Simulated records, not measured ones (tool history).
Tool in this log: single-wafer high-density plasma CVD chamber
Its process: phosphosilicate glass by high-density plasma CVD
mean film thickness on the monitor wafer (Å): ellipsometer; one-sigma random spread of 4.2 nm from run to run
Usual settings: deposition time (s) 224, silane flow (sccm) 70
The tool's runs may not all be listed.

| run | hour | deposition time (s) | silane flow (sccm) | wafers since the last listed run | hours since the silane flow controller was replaced | hours since the gauge calibration | read-back reference wafer on the same gauge, thickness_nm | mean film thickness on the monitor wafer (Å) |
|---|---|---|---|---|---|---|---|---|
| 1 | 0 | 224 | 70 | 0 | 4113.9 | 610.3 | 1658.536 | 16319.3 |
| 2 | 34.3 | 238 | 63 | 189 | 4148.2 | 644.6 | 1659.938 | 15762.23 |
| 3 | 75.2 | 224 | 70 | 225 | 4189.1 | 685.5 | 1661.093 | 16277.62 |
| 4 | 128.4 | 224 | 70 | 293 | 4242.3 | 738.7 | 1659.611 | 16444.57 |
| 5 | 320.6 | 224 | 70 | 1059 | 4434.5 | 930.9 | 1658.172 | 16400.21 |
| 6 | 380 | 213 | 76 | 327 | 4493.9 | 990.3 | 1660.487 | 16824.44 |
| 7 | 432.4 | 213 | 76 | 288 | 4546.3 | 1042.7 | 1661.519 | 16856.65 |
| 8 | 576.2 | 213 | 76 | 793 | 4690.1 | 1186.5 | 1660.593 | 16864.01 |
| 9 | 639.9 | 238 | 70 | 351 | 4753.8 | 1250.2 | 1660.793 | 17560.04 |
| 10 | 709 | 224 | 74 | 381 | 4822.9 | 1319.3 | 1659.356 | 17376.52 |
| 11 | 766.7 | 224 | 74 | 318 | 4880.6 | 1377 | 1659.917 | 17322.99 |
| 12 | 817.9 | 224 | 74 | 282 | 4931.8 | 1428.2 | 1657.836 | 17293.2 |
| 13 | 884.1 | 209 | 70 | 365 | 4998 | 1494.4 | 1660.531 | 15349.13 |
| 14 | 941.9 | 249 | 80 | 318 | 5055.8 | 1552.2 | 1659.731 | 20680.34 |
| 15 | 991 | 192 | 79 | 270 | 5104.9 | 1601.3 | 1660.19 | 15830.52 |
| 16 | 1033 | 224 | 70 | 231 | 5146.9 | 1643.3 | 1659.897 | 16532.28 |
| 17 | 1089.6 | 263 | 74 | 312 | 5203.5 | 1699.9 | 1659.652 | 20397.86 |
| 18 | 1142.7 | 224 | 70 | 292 | 5256.6 | 1753 | 1661.752 | 16519.13 |
|  | 1147 | gauge calibrated |
|  | 1175.9 | silane flow controller replaced |
| 19 | 1176.4 | 224 | 70 | 141 | 0.5 | 29.4 | 1659.904 | 15630.2 |
| 20 | 1228.8 | 224 | 83 | 288 | 52.9 | 81.8 | 1662.294 | 18159.63 |
| 21 | 1261.5 | 254 | 70 | 180 | 85.6 | 114.5 | 1658.409 | 17693.6 |
| 22 | 1300.2 | 262 | 63 | 213 | 124.3 | 153.2 | 1658.846 | 16719.04 |
| 23 | 1355.3 | 258 | 75 | 303 | 179.4 | 208.3 | 1660.186 | 19224.32 |
| 24 | 1401.5 | 224 | 66 | 254 | 225.6 | 254.5 | 1659.195 | 14861.16 |
| 25 | 1451.7 | 266 | 80 | 276 | 275.8 | 304.7 | 1660.229 | 20898.31 |
| 26 | 1505.5 | 249 | 58 | 296 | 329.6 | 358.5 | 1658.066 | 14736.94 |

Branching from run 26: 3 alternative next runs. What would each branch give?
| A | 1506 | 213 | 70 | 2 | 330.1 | 359 | ? | ? |
| B | 1506 | 195 | 60 | 2 | 330.1 | 359 | ? | ? |
| C | 1506 | 204 | 70 | 2 | 330.1 | 359 | ? | ? |

| run | read-back reference wafer on the same gauge, thickness_nm | mean film thickness on the monitor wafer (Å) |
|---|---|---|
| A | 1661.358 | 14902.7 |
| B | 1661.358 | 11908.33 |
| C | 1661.358 | 14273.01 |
Without the tool's hidden state the same runs would have given:
| run | mean film thickness on the monitor wafer (Å) |
|---|---|
| A | 14873.4 |
| B | 11884.91 |
| C | 14244.94 |

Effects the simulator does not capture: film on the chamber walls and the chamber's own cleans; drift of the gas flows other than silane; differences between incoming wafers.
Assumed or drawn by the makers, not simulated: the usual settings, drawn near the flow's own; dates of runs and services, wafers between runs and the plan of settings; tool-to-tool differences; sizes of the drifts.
